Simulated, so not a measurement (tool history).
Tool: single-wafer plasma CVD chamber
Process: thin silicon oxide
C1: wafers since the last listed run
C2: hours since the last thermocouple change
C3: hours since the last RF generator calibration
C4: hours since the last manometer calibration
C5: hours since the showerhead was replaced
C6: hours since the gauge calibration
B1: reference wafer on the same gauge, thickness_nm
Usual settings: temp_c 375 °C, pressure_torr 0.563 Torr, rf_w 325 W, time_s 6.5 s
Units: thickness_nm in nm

{"run": 1, "hour": 0.0, "temp_c": 375, "pressure_torr": 0.563, "rf_w": 325, "time_s": 6.5, "C1": 0, "C2": 139.2, "C3": 391.8, "C4": 1438.2, "C5": 1831.4, "C6": 65.6, "B1": 8.787, "thickness_nm": 9.02}
{"run": 2, "hour": 69.0, "temp_c": 375, "pressure_torr": 0.563, "rf_w": 325, "time_s": 6.5, "C1": 2070, "C2": 208.2, "C3": 460.8, "C4": 1507.2, "C5": 1900.4, "C6": 134.6, "B1": 8.791, "thickness_nm": 8.985}
{"run": 3, "hour": 105.7, "temp_c": 375, "pressure_torr": 0.563, "rf_w": 325, "time_s": 6.5, "C1": 1101, "C2": 244.9, "C3": 497.5, "C4": 1543.9, "C5": 1937.1, "C6": 171.3, "B1": 8.793, "thickness_nm": 9.026}
{"run": 4, "hour": 161.5, "temp_c": 375, "pressure_torr": 0.563, "rf_w": 325, "time_s": 6.5, "C1": 1674, "C2": 300.7, "C3": 553.3, "C4": 1599.7, "C5": 1992.9, "C6": 227.1, "B1": 8.789, "thickness_nm": 9.009}
{"run": 5, "hour": 204.6, "temp_c": 375, "pressure_torr": 0.563, "rf_w": 325, "time_s": 6.5, "C1": 1293, "C2": 343.8, "C3": 596.4, "C4": 1642.8, "C5": 2036, "C6": 270.2, "B1": 8.794, "thickness_nm": 9.054}
{"run": 6, "hour": 274.5, "temp_c": 375, "pressure_torr": 0.563, "rf_w": 325, "time_s": 6.5, "C1": 2097, "C2": 413.7, "C3": 666.3, "C4": 1712.7, "C5": 2105.9, "C6": 340.1, "B1": 8.789, "thickness_nm": 9.011}
{"run": 7, "hour": 335.7, "temp_c": 375, "pressure_torr": 0.563, "rf_w": 325, "time_s": 6.5, "C1": 1836, "C2": 474.9, "C3": 727.5, "C4": 1773.9, "C5": 2167.1, "C6": 401.3, "B1": 8.794, "thickness_nm": 9.019}
{"run": 8, "hour": 372.1, "temp_c": 375, "pressure_torr": 0.563, "rf_w": 325, "time_s": 6.5, "C1": 1092, "C2": 511.3, "C3": 763.9, "C4": 1810.3, "C5": 2203.5, "C6": 437.7, "B1": 8.791, "thickness_nm": 8.954}
{"run": 9, "hour": 474.5, "temp_c": 375, "pressure_torr": 0.563, "rf_w": 325, "time_s": 6.5, "C1": 3073, "C2": 613.7, "C3": 866.3, "C4": 1912.7, "C5": 2305.9, "C6": 540.1, "B1": 8.787, "thickness_nm": 8.984}
{"run": 10, "hour": 534.1, "temp_c": 375, "pressure_torr": 0.563, "rf_w": 325, "time_s": 6.5, "C1": 1788, "C2": 673.3, "C3": 925.9, "C4": 1972.3, "C5": 2365.5, "C6": 599.7, "B1": 8.797, "thickness_nm": 8.953}
{"run": 11, "hour": 565.6, "temp_c": 375, "pressure_torr": 0.563, "rf_w": 325, "time_s": 6.5, "C1": 945, "C2": 704.8, "C3": 957.4, "C4": 2003.8, "C5": 2397, "C6": 631.2, "B1": 8.785, "thickness_nm": 9.025}
{"run": 12, "hour": 622.8, "temp_c": 375, "pressure_torr": 0.563, "rf_w": 325, "time_s": 6.5, "C1": 1716, "C2": 762, "C3": 1014.6, "C4": 2061, "C5": 2454.2, "C6": 688.4, "B1": 8.79, "thickness_nm": 8.971}
{"hour": 686.3, "done": "RF generator calibrated"}
{"run": 13, "hour": 709.7, "temp_c": 375, "pressure_torr": 0.563, "rf_w": 325, "time_s": 5.48, "C1": 2368, "C2": 848.9, "C3": 23.4, "C4": 2147.9, "C5": 2541.1, "C6": 775.3, "B1": 8.794, "thickness_nm": 7.552}
{"hour": 839.9, "done": "showerhead replaced"}
{"run": 14, "hour": 875.6, "temp_c": 366, "pressure_torr": 0.661, "rf_w": 325, "time_s": 6.5, "C1": 4739, "C2": 1014.8, "C3": 189.3, "C4": 2313.8, "C5": 35.7, "C6": 941.2, "B1": 8.788, "thickness_nm": 10.574}
{"hour": 919.7, "done": "thermocouple changed; heater temperature recalibrated"}
{"run": 15, "hour": 927.0, "temp_c": 375, "pressure_torr": 0.563, "rf_w": 325, "time_s": 6.5, "C1": 1302, "C2": 7.3, "C3": 240.7, "C4": 2365.2, "C5": 87.1, "C6": 992.6, "B1": 8.79, "thickness_nm": 8.865}
{"run": 16, "hour": 1037.7, "temp_c": 389, "pressure_torr": 0.497, "rf_w": 380, "time_s": 5.39, "C1": 3322, "C2": 118, "C3": 351.4, "C4": 2475.9, "C5": 197.8, "C6": 1103.3, "B1": 8.785, "thickness_nm": 6.667}
{"run": 17, "hour": 1078.7, "temp_c": 368, "pressure_torr": 0.563, "rf_w": 325, "time_s": 6.5, "C1": 1230, "C2": 159, "C3": 392.4, "C4": 2516.9, "C5": 238.8, "C6": 1144.3, "B1": 8.787, "thickness_nm": 8.954}
{"hour": 1136.7, "done": "capacitance manometer re-zeroed and calibrated"}
{"hour": 1161.4, "done": "gauge calibrated"}
{"run": 18, "hour": 1291.2, "temp_c": 363, "pressure_torr": 0.563, "rf_w": 325, "time_s": 6.5, "C1": 6137, "C2": 371.5, "C3": 604.9, "C4": 154.5, "C5": 451.3, "C6": 129.8, "B1": 8.791, "thickness_nm": 9.214}
{"run": 19, "hour": 1359.3, "temp_c": 375, "pressure_torr": 0.489, "rf_w": 345, "time_s": 6.5, "C1": 2043, "C2": 439.6, "C3": 673, "C4": 222.6, "C5": 519.4, "C6": 197.9, "B1": 8.794, "thickness_nm": 8.052}
{"run": 20, "hour": 1399.6, "temp_c": 384, "pressure_torr": 0.638, "rf_w": 275, "time_s": 6.99, "C1": 1209, "C2": 479.9, "C3": 713.3, "C4": 262.9, "C5": 559.7, "C6": 238.2, "B1": 8.786, "thickness_nm": 10.746}
{"run": 21, "hour": 1469.1, "temp_c": 375, "pressure_torr": 0.563, "rf_w": 355, "time_s": 6.5, "C1": 2085, "C2": 549.4, "C3": 782.8, "C4": 332.4, "C5": 629.2, "C6": 307.7, "B1": 8.794, "thickness_nm": 9.309}

Run 22 comes next. What will it give?
{"run": 22, "hour": 1518.5, "temp_c": 375, "pressure_torr": 0.563, "rf_w": 295, "time_s": 6.5, "C1": 1482, "C2": 598.8, "C3": 832.2, "C4": 381.8, "C5": 678.6, "C6": 357.1, "B1": "?", "thickness_nm": "?"}

B1: 8.784
thickness_nm: 8.977 nm
Without the tool's hidden state the same run would have given thickness_nm 8.958 nm.
